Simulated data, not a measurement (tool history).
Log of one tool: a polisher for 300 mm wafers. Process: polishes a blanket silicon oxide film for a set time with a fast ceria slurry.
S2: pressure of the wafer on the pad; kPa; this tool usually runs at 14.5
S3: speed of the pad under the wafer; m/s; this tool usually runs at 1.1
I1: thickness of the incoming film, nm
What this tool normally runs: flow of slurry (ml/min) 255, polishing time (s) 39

{"run": 1, "hour": 0.0, "flow of slurry (ml/min)": 255, "S2": 14.5, "S3": 1.22, "polishing time (s)": 44, "I1": 1865.7, "film removed (Å)": 6383}
{"run": 2, "hour": 7.2, "flow of slurry (ml/min)": 255, "S2": 14.5, "S3": 1.22, "polishing time (s)": 44, "I1": 1897.9, "film removed (Å)": 6547}
{"run": 3, "hour": 30.5, "flow of slurry (ml/min)": 255, "S2": 14.5, "S3": 1.22, "polishing time (s)": 44, "I1": 1856.7, "film removed (Å)": 6369}
{"run": 4, "hour": 39.8, "flow of slurry (ml/min)": 255, "S2": 14.5, "S3": 1.1, "polishing time (s)": 39, "I1": 1842.2, "film removed (Å)": 4977}
{"run": 5, "hour": 54.3, "flow of slurry (ml/min)": 255, "S2": 14.5, "S3": 1.1, "polishing time (s)": 39, "I1": 1890.6, "film removed (Å)": 4995}
{"hour": 62.1, "done": "worn pad replaced by a new one"}
{"run": 6, "hour": 71.8, "flow of slurry (ml/min)": 255, "S2": 14.5, "S3": 1.1, "polishing time (s)": 34, "I1": 1859.7, "film removed (Å)": 4235}
{"run": 7, "hour": 81.2, "flow of slurry (ml/min)": 255, "S2": 14.5, "S3": 1.1, "polishing time (s)": 34, "I1": 1859.4, "film removed (Å)": 4275}
{"run": 8, "hour": 97.6, "flow of slurry (ml/min)": 255, "S2": 14.5, "S3": 1.1, "polishing time (s)": 39, "I1": 1865.9, "film removed (Å)": 4995}
{"run": 9, "hour": 112.1, "flow of slurry (ml/min)": 255, "S2": 14.5, "S3": 1.1, "polishing time (s)": 39, "I1": 1861.8, "film removed (Å)": 4768}
{"run": 10, "hour": 122.9, "flow of slurry (ml/min)": 255, "S2": 14.5, "S3": 1.1, "polishing time (s)": 39, "I1": 1885.4, "film removed (Å)": 4830}
{"hour": 127.5, "done": "head pressure recalibrated"}
{"run": 11, "hour": 134.7, "flow of slurry (ml/min)": 255, "S2": 14.5, "S3": 1.1, "polishing time (s)": 39, "I1": 1865.3, "film removed (Å)": 5400}
{"run": 12, "hour": 141.1, "flow of slurry (ml/min)": 255, "S2": 14.5, "S3": 1.1, "polishing time (s)": 39, "I1": 1876.5, "film removed (Å)": 5593}
{"hour": 154.4, "done": "worn pad replaced by a new one"}
{"run": 13, "hour": 157.0, "flow of slurry (ml/min)": 190, "S2": 13.1, "S3": 0.82, "polishing time (s)": 27, "I1": 1858.2, "film removed (Å)": 2556}
{"run": 14, "hour": 167.5, "flow of slurry (ml/min)": 255, "S2": 17.2, "S3": 0.86, "polishing time (s)": 39, "I1": 1839.7, "film removed (Å)": 4897}
{"hour": 169.7, "done": "slurry nozzle cleaned"}
{"run": 15, "hour": 178.8, "flow of slurry (ml/min)": 255, "S2": 14.5, "S3": 1.1, "polishing time (s)": 39, "I1": 1880.5, "film removed (Å)": 5375}
{"run": 16, "hour": 195.0, "flow of slurry (ml/min)": 255, "S2": 14.5, "S3": 1.1, "polishing time (s)": 39, "I1": 1877.6, "film removed (Å)": 5266}
{"run": 17, "hour": 202.3, "flow of slurry (ml/min)": 255, "S2": 15.9, "S3": 1.1, "polishing time (s)": 53, "I1": 1878.6, "film removed (Å)": 7882}
{"hour": 253.8, "done": "worn pad replaced by a new one"}
{"run": 18, "hour": 256.0, "flow of slurry (ml/min)": 255, "S2": 14.5, "S3": 1.1, "polishing time (s)": 46, "I1": 1873.8, "film removed (Å)": 6202}
{"run": 19, "hour": 272.5, "flow of slurry (ml/min)": 255, "S2": 14.5, "S3": 1.38, "polishing time (s)": 39, "I1": 1881.3, "film removed (Å)": 6449}
{"run": 20, "hour": 289.6, "flow of slurry (ml/min)": 255, "S2": 14.5, "S3": 1.1, "polishing time (s)": 39, "I1": 1862.2, "film removed (Å)": 5093}
{"run": 21, "hour": 302.7, "flow of slurry (ml/min)": 345, "S2": 14.5, "S3": 1.1, "polishing time (s)": 28, "I1": 1840.8, "film removed (Å)": 3792}
{"run": 22, "hour": 309.3, "flow of slurry (ml/min)": 255, "S2": 12.4, "S3": 1.1, "polishing time (s)": 39, "I1": 1849.8, "film removed (Å)": 4422}
{"run": 23, "hour": 315.9, "flow of slurry (ml/min)": 255, "S2": 14.5, "S3": 0.9, "polishing time (s)": 39, "I1": 1873.2, "film removed (Å)": 4217}
{"run": 24, "hour": 329.2, "flow of slurry (ml/min)": 255, "S2": 14.5, "S3": 1.1, "polishing time (s)": 39, "I1": 1847.6, "film removed (Å)": 5029}

A few steps of film removed (Å) between consecutive runs. Split each: what settings, incoming material and random variation would produce without the hidden state, and what is left over for the hidden state, along with gauge scatter present in only one of the two compared results (measured, and without hidden state):
The hidden state here: removal rate lost through wear of the pad, %; slurry flow missing at the pad, %; deviation of the head's pressure from its setpoint, %.
Run 3 -> 4: S3 1.22 -> 1.1, polishing time (s) 44 -> 39. film removed (Å) -1392: hidden state +119, all else -1511.
Run 10 -> 11: head pressure recalibrated. film removed (Å) +570: hidden state +568, all else +2.
Run 12 -> 13: flow of slurry (ml/min) 255 -> 190, S2 14.5 -> 13.1, S3 1.1 -> 0.82, polishing time (s) 39 -> 27, worn pad replaced by a new one. film removed (Å) -3037: hidden state +35, all else -3072.
Run 16 -> 17: S2 14.5 -> 15.9, polishing time (s) 39 -> 53. film removed (Å) +2616: hidden state -105, all else +2721.
